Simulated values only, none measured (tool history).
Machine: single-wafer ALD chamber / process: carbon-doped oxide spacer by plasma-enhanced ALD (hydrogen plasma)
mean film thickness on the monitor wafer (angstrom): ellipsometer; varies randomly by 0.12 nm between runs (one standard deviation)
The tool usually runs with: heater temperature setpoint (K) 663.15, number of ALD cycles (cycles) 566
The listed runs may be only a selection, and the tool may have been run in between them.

run     day  heater temperature setpoint (K)  number of ALD cycles (cycles)  read-back reference wafer on the same gauge, thickness_nm  mean film thickness on the monitor wafer (angstrom)
  1       0                           663.15                            566                                                     28.779                                               267.48
  2   1.204                           670.15                            480                                                     28.754                                               226.83
  3   3.088                           670.15                            480                                                     28.723                                               225.76
      5.312  -- gauge calibrated
  4   6.033                           670.15                            480                                                       29.2                                               230.25
  5    8.55                           674.15                            566                                                     29.054                                               269.64
  6  10.388                           674.15                            566                                                     28.959                                                266.4
     10.833  -- thermocouple changed; heater temperature recalibrated
  7  11.771                           674.15                            566                                                     28.953                                               270.46
  8  14.454                           663.15                            605                                                     28.888                                               285.82
  9  17.162                           669.15                            645                                                     28.824                                               303.93
 10  19.812                           663.15                            566                                                     28.832                                               266.04
     20.892  -- gauge calibrated
 11  22.754                           654.15                            661                                                       29.1                                               315.17
 12  24.125                           671.15                            566                                                     29.004                                               270.05
 13  25.254                           676.15                            604                                                     28.948                                               284.53
 14  27.162                           674.15                            566                                                     28.902                                               266.09

Here are 5 independent what-if runs from the current tool condition. What would each one return?
  A  27.217                           663.15                            566                                                          ?                                                    ?
  B  27.217                           669.15                            597                                                          ?                                                    ?
  C  27.217                           675.15                            626                                                          ?                                                    ?
  D  27.217                           658.15                            460                                                          ?                                                    ?
  E  27.217                           652.15                            454                                                          ?                                                    ?

run  read-back reference wafer on the same gauge, thickness_nm  mean film thickness on the monitor wafer (angstrom)
  A                                                     28.849                                               270.66
  B                                                     28.849                                               285.48
  C                                                     28.849                                               298.85
  D                                                     28.849                                               219.97
  E                                                     28.849                                                217.1
With the hidden condition removed and each run's random variation left untouched, the same runs would have given:
run  mean film thickness on the monitor wafer (angstrom)
  A                                               273.56
  B                                               288.54
  C                                               302.05
  D                                               222.32
  E                                               219.42
